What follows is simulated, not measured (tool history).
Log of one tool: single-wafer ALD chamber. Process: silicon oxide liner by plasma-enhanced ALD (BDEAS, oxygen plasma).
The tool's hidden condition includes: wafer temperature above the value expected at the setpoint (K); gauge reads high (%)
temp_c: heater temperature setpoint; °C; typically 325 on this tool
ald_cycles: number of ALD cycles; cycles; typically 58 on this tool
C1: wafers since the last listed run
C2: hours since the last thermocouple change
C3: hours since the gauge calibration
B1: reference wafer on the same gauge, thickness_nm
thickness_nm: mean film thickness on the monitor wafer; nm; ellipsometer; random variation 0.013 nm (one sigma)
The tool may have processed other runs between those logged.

run 1 hour=0.0 | temp_c=325 ald_cycles=58 | C1=0 C2=1808.2 C3=56.0 | B1=4.340 | thickness_nm=5.321
run 2 hour=19.9 | temp_c=325 ald_cycles=58 | C1=147 C2=1828.1 C3=75.9 | B1=4.339 | thickness_nm=5.313
run 3 hour=41.7 | temp_c=325 ald_cycles=58 | C1=161 C2=1849.9 C3=97.7 | B1=4.337 | thickness_nm=5.282
run 4 hour=92.4 | temp_c=325 ald_cycles=58 | C1=376 C2=1900.6 C3=148.4 | B1=4.341 | thickness_nm=5.300
run 5 hour=112.5 | temp_c=325 ald_cycles=58 | C1=149 C2=1920.7 C3=168.5 | B1=4.341 | thickness_nm=5.282
run 6 hour=141.0 | temp_c=325 ald_cycles=58 | C1=211 C2=1949.2 C3=197.0 | B1=4.341 | thickness_nm=5.285
run 7 hour=165.1 | temp_c=334 ald_cycles=58 | C1=178 C2=1973.3 C3=221.1 | B1=4.341 | thickness_nm=5.239
run 8 hour=185.5 | temp_c=334 ald_cycles=58 | C1=151 C2=1993.7 C3=241.5 | B1=4.342 | thickness_nm=5.236
run 9 hour=265.1 | temp_c=334 ald_cycles=58 | C1=590 C2=2073.3 C3=321.1 | B1=4.341 | thickness_nm=5.242
-- hour=274.8 gauge calibrated
run 10 hour=299.8 | temp_c=325 ald_cycles=58 | C1=257 C2=2108.0 C3=25.0 | B1=4.343 | thickness_nm=5.292
run 11 hour=335.2 | temp_c=325 ald_cycles=58 | C1=262 C2=2143.4 C3=60.4 | B1=4.337 | thickness_nm=5.311
run 12 hour=357.5 | temp_c=315 ald_cycles=49 | C1=165 C2=2165.7 C3=82.7 | B1=4.338 | thickness_nm=4.532
-- hour=382.7 thermocouple changed; heater temperature recalibrated
run 13 hour=386.0 | temp_c=333 ald_cycles=67 | C1=152 C2=3.3 C3=111.2 | B1=4.340 | thickness_nm=6.023
run 14 hour=415.1 | temp_c=325 ald_cycles=58 | C1=216 C2=32.4 C3=140.3 | B1=4.339 | thickness_nm=5.325
run 15 hour=450.6 | temp_c=325 ald_cycles=67 | C1=263 C2=67.9 C3=175.8 | B1=4.343 | thickness_nm=6.089
run 16 hour=481.3 | temp_c=340 ald_cycles=66 | C1=227 C2=98.6 C3=206.5 | B1=4.341 | thickness_nm=5.933

Run 17 has not been measured yet. What should we expect?
run 17 hour=496.7 | temp_c=337 ald_cycles=49 | C1=114 C2=114.0 C3=221.9 | B1=? | thickness_nm=?

B1: 4.344
thickness_nm: 4.408 nm
Were there no unlogged condition in the tool, this run, its random variation unchanged, would have produced thickness_nm 4.408 nm.
